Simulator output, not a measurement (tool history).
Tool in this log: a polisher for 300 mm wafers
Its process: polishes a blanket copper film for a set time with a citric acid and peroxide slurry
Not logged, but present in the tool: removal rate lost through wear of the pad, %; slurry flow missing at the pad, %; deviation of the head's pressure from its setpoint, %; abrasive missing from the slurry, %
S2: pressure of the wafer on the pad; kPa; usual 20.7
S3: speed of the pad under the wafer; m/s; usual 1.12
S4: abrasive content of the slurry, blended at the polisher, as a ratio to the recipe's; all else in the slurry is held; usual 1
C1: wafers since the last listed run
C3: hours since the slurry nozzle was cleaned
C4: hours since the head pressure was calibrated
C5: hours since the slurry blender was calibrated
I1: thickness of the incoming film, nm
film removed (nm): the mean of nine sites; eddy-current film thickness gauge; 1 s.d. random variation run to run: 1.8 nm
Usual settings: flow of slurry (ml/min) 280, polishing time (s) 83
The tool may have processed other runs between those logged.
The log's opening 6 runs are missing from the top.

{"run": 7, "hour": 68.5, "flow of slurry (ml/min)": 280, "S2": 23.4, "S3": 1.12, "S4": 1, "polishing time (s)": 83, "C1": 124, "wafers polished on this pad": 317, "C3": 572.4, "C4": 452.3, "C5": 154.6, "I1": 924.3, "film removed (nm)": 190.1}
{"run": 8, "hour": 83.1, "flow of slurry (ml/min)": 280, "S2": 23.4, "S3": 1.12, "S4": 1, "polishing time (s)": 83, "C1": 114, "wafers polished on this pad": 431, "C3": 587, "C4": 466.9, "C5": 169.2, "I1": 921.9, "film removed (nm)": 190}
{"run": 9, "hour": 91.8, "flow of slurry (ml/min)": 280, "S2": 20.7, "S3": 1.12, "S4": 1, "polishing time (s)": 83, "C1": 68, "wafers polished on this pad": 499, "C3": 595.7, "C4": 475.6, "C5": 177.9, "I1": 909.9, "film removed (nm)": 163.2}
{"run": 10, "hour": 105.9, "flow of slurry (ml/min)": 280, "S2": 20.7, "S3": 1.12, "S4": 1, "polishing time (s)": 70, "C1": 110, "wafers polished on this pad": 609, "C3": 609.8, "C4": 489.7, "C5": 192, "I1": 904, "film removed (nm)": 137.2}
{"run": 11, "hour": 114.3, "flow of slurry (ml/min)": 280, "S2": 20.7, "S3": 1.12, "S4": 1, "polishing time (s)": 70, "C1": 65, "wafers polished on this pad": 675, "C3": 618.2, "C4": 498.1, "C5": 200.4, "I1": 911.5, "film removed (nm)": 131.8}
{"hour": 128.5, "done": "slurry blender recalibrated"}
{"run": 12, "hour": 129.0, "flow of slurry (ml/min)": 280, "S2": 20.7, "S3": 1.34, "S4": 1, "polishing time (s)": 83, "C1": 99, "wafers polished on this pad": 774, "C3": 632.9, "C4": 512.8, "C5": 0.5, "I1": 916.3, "film removed (nm)": 182.5}
{"run": 13, "hour": 144.2, "flow of slurry (ml/min)": 280, "S2": 23.4, "S3": 0.98, "S4": 1, "polishing time (s)": 83, "C1": 118, "wafers polished on this pad": 893, "C3": 648.1, "C4": 528, "C5": 15.7, "I1": 903.3, "film removed (nm)": 154}
{"hour": 157.4, "done": "worn pad replaced by a new one"}
{"run": 14, "hour": 157.9, "flow of slurry (ml/min)": 280, "S2": 20.7, "S3": 1.12, "S4": 0.9, "polishing time (s)": 83, "C1": 75, "wafers polished on this pad": 3, "C3": 661.8, "C4": 541.7, "C5": 29.4, "I1": 923.7, "film removed (nm)": 167.4}
{"run": 15, "hour": 171.1, "flow of slurry (ml/min)": 280, "S2": 20.7, "S3": 1.42, "S4": 0.85, "polishing time (s)": 104, "C1": 103, "wafers polished on this pad": 107, "C3": 675, "C4": 554.9, "C5": 42.6, "I1": 908, "film removed (nm)": 252.4}
{"run": 16, "hour": 182.3, "flow of slurry (ml/min)": 280, "S2": 20.7, "S3": 1.12, "S4": 1, "polishing time (s)": 102, "C1": 87, "wafers polished on this pad": 194, "C3": 686.2, "C4": 566.1, "C5": 53.8, "I1": 907.6, "film removed (nm)": 210.3}

Run 17 comes next. What will it give?
{"hour": 195.6, "done": "slurry nozzle cleaned"}
{"run": 17, "hour": 224.1, "flow of slurry (ml/min)": 280, "S2": 20.7, "S3": 1.02, "S4": 1, "polishing time (s)": 83, "C1": 319, "wafers polished on this pad": 513, "C3": 28.5, "C4": 607.9, "C5": 95.6, "I1": 910.2, "film removed (nm)": "?"}

film removed (nm): 152.5
Had the tool carried no hidden state, the very same run would have given film removed (nm) 160.6.
